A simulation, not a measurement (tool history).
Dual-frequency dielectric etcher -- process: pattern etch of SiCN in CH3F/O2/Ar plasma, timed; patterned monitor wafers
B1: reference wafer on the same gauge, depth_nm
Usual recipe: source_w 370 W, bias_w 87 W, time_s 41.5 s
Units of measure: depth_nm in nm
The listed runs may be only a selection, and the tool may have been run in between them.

{"run": 1, "day": 0.0, "source_w": 370, "bias_w": 87, "time_s": 32, "B1": 17.3, "depth_nm": 12.95}
{"run": 2, "day": 0.842, "source_w": 370, "bias_w": 87, "time_s": 32, "B1": 17.29, "depth_nm": 12.97}
{"day": 2.058, "done": "wet clean of the chamber"}
{"run": 3, "day": 4.812, "source_w": 370, "bias_w": 95, "time_s": 41.5, "B1": 17.31, "depth_nm": 17.01}
{"run": 4, "day": 5.642, "source_w": 370, "bias_w": 87, "time_s": 41.5, "B1": 17.3, "depth_nm": 16.65}
{"run": 5, "day": 6.504, "source_w": 370, "bias_w": 87, "time_s": 41.5, "B1": 17.3, "depth_nm": 16.67}
{"run": 6, "day": 7.846, "source_w": 370, "bias_w": 87, "time_s": 41.5, "B1": 17.31, "depth_nm": 16.69}
{"run": 7, "day": 8.367, "source_w": 370, "bias_w": 87, "time_s": 41.5, "B1": 17.29, "depth_nm": 16.74}
{"run": 8, "day": 9.729, "source_w": 370, "bias_w": 87, "time_s": 41.5, "B1": 17.29, "depth_nm": 16.78}
{"run": 9, "day": 10.708, "source_w": 430, "bias_w": 87, "time_s": 41.5, "B1": 17.29, "depth_nm": 17.94}
{"day": 11.546, "done": "source power generator calibrated"}
{"run": 10, "day": 11.717, "source_w": 370, "bias_w": 87, "time_s": 41.5, "B1": 17.3, "depth_nm": 16.76}
{"day": 13.121, "done": "bias power generator calibrated"}
{"run": 11, "day": 13.142, "source_w": 370, "bias_w": 87, "time_s": 41.5, "B1": 17.31, "depth_nm": 16.62}
{"day": 15.35, "done": "upper electrode replaced"}
{"run": 12, "day": 15.371, "source_w": 290, "bias_w": 96, "time_s": 41.5, "B1": 17.3, "depth_nm": 15.12}
{"run": 13, "day": 15.383, "source_w": 370, "bias_w": 87, "time_s": 41.5, "B1": 17.3, "depth_nm": 16.62}
{"run": 14, "day": 16.179, "source_w": 320, "bias_w": 100, "time_s": 54, "B1": 17.3, "depth_nm": 20.96}
{"day": 16.212, "done": "gauge calibrated"}
{"day": 17.771, "done": "wet clean of the chamber"}
{"run": 15, "day": 17.792, "source_w": 320, "bias_w": 87, "time_s": 35, "B1": 17.3, "depth_nm": 12.99}
{"run": 16, "day": 18.9, "source_w": 370, "bias_w": 87, "time_s": 41.5, "B1": 17.29, "depth_nm": 16.48}
{"run": 17, "day": 20.108, "source_w": 430, "bias_w": 87, "time_s": 46.5, "B1": 17.29, "depth_nm": 19.82}
{"run": 18, "day": 21.479, "source_w": 370, "bias_w": 93, "time_s": 35.5, "B1": 17.3, "depth_nm": 14.38}
{"run": 19, "day": 22.846, "source_w": 370, "bias_w": 87, "time_s": 41.5, "B1": 17.28, "depth_nm": 16.55}
{"run": 20, "day": 23.879, "source_w": 370, "bias_w": 106, "time_s": 47, "B1": 17.29, "depth_nm": 19.73}
{"run": 21, "day": 25.083, "source_w": 370, "bias_w": 79, "time_s": 41.5, "B1": 17.3, "depth_nm": 16.19}
{"run": 22, "day": 26.017, "source_w": 370, "bias_w": 102, "time_s": 38, "B1": 17.3, "depth_nm": 15.86}
{"run": 23, "day": 27.204, "source_w": 370, "bias_w": 87, "time_s": 41.5, "B1": 17.29, "depth_nm": 16.62}

Here are 3 independent what-if runs from the current tool condition. What would each one return?
{"run": "A", "day": 27.221, "source_w": 370, "bias_w": 97, "time_s": 41.5, "B1": "?", "depth_nm": "?"}
{"run": "B", "day": 27.221, "source_w": 370, "bias_w": 100, "time_s": 46, "B1": "?", "depth_nm": "?"}
{"run": "C", "day": 27.221, "source_w": 450, "bias_w": 67, "time_s": 31.5, "B1": "?", "depth_nm": "?"}

run=A B1=17.28 depth_nm=17.15
run=B B1=17.28 depth_nm=19.16
run=C B1=17.28 depth_nm=13.04
What these runs would have given with no unlogged condition in the tool:
run=A depth_nm=16.93
run=B depth_nm=18.92
run=C depth_nm=12.88

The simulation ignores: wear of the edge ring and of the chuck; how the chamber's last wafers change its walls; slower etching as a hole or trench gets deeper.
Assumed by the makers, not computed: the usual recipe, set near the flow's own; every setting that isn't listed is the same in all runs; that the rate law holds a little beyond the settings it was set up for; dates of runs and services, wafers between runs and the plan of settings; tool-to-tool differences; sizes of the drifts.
